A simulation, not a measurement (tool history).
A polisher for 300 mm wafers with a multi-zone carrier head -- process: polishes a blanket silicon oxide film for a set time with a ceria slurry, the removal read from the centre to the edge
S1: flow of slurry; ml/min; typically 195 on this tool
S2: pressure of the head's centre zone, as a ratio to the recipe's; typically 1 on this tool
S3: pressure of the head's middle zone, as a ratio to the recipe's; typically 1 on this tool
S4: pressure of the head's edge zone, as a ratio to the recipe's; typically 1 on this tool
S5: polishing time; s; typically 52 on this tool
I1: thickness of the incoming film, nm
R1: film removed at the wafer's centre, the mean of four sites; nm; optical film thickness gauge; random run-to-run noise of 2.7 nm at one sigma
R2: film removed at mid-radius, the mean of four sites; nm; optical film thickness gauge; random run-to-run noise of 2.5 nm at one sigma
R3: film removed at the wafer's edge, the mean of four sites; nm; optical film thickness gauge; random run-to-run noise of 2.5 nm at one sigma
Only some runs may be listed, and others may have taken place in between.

run,hour,S1,S2,S3,S4,S5,I1,R1,R2,R3
1,0,195,1,1,1,52,1259.2,198.2,197.5,197.9
2,4.9,195,1.11,0.91,1,60,1245.1,240.4,213.1,230.7
# hour 13: edge zone pressure recalibrated
3,17.9,195,1,1.12,1.09,52,1231.2,193.9,211,201.1
# hour 20.9: slurry nozzle cleaned
# hour 29.9: worn pad replaced by a new one
4,30.4,195,1,1,1,52,1254,200.9,206,203.4
5,35.2,160,1.11,1,0.96,42,1245.7,172.6,159.2,162.2
6,42.1,195,1,1,1,52,1240.6,206.6,205.6,208.6
7,60.1,235,0.91,1,1,39,1263.7,145.9,155.2,159.5
8,74.1,195,1,0.89,0.94,52,1268.2,200.2,183.7,200.2
# hour 82.6: centre zone pressure recalibrated
9,83.1,195,1,1,1,52,1238.7,205.2,200.2,208.2
10,97.5,140,1,1,1.09,52,1248,190.7,180.2,198.8
# hour 112.7: worn pad replaced by a new one
11,113.2,195,1.05,1.03,1.05,52,1261.3,216.3,214,218.2
12,122.7,195,0.96,0.95,1.09,52,1253.3,198.1,195.8,215.8
13,135.1,195,1,1,1,52,1265.8,206,202.5,207.6
14,146.7,245,1,0.94,1.07,67,1235.7,274.6,253.1,282
15,152.9,195,1,0.97,1,61,1241.7,239,236.3,242
16,164.6,125,1,1,1.07,69,1246.1,245.7,243.5,267.6
17,173.2,195,1,1,1,52,1243.8,194.7,201.8,199.9
18,189.1,195,1,1,1,52,1262.2,192.9,196,193.3
# hour 196.9: worn pad replaced by a new one
19,197.4,125,1,0.97,1,39,1239.7,143.2,142.3,149.1
20,205.4,195,1,1,1,52,1239.2,203.7,199.6,206.7
21,219.9,125,1,1,1.04,52,1250.5,187.7,190.3,203.5
22,229,195,1,1,0.91,52,1275.1,202.3,200.7,198.4
23,238.4,195,0.94,1,1,52,1235.6,192.7,202.7,201.9

Predict each of these 3 candidate next runs independently; none follows another, all start after run 23:
A,238.8,230,1,1,1,52,1252.8,?,?,?
B,238.8,195,1,0.96,0.92,52,1252.8,?,?,?
C,238.8,195,1,1,1,46,1252.8,?,?,?

run,R1,R2,R3
A,205.4,204.4,209.7
B,200.9,193.7,198.9
C,177.7,177.3,182.7
Take away the tool's hidden state, keep each run's random variation, and the runs would have read:
run,R1,R2,R3
A,210.2,209.2,214.6
B,205.6,198.2,203.6
C,181.9,181.4,187
